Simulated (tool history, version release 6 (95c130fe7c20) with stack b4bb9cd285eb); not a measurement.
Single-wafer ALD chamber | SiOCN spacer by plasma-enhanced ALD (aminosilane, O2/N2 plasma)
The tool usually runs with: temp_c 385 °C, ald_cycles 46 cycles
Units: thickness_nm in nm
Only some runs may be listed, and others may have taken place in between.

run,hour,temp_c,ald_cycles,"read-back reference wafer on the same gauge, thickness_nm",thickness_nm
1,0.0,376,50,2.719,3.094
2,138.2,376,50,2.714,3.067
3,196.5,376,50,2.713,3.070
4,268.4,397,40,2.704,2.467
5,329.4,397,40,2.699,2.449
6,357.1,385,41,2.698,2.512
7,402.8,385,41,2.694,2.489
# hour 450.6: thermocouple changed; heater temperature recalibrated
8,458.8,373,39,2.693,2.393
# hour 514.4: gauge calibrated
9,518.9,391,52,2.762,3.251
10,575.9,399,41,2.763,2.570
11,656.6,385,46,2.758,2.886
12,696.5,376,46,2.752,2.873

Run 13 comes next. What will it give?
13,754.3,390,46,?,?

Run 13 produced read-back reference wafer on the same gauge, thickness_nm 2.745, thickness_nm 2.848 nm.
Minus the tool's unlogged condition, the same run would have read thickness_nm 2.859 nm.
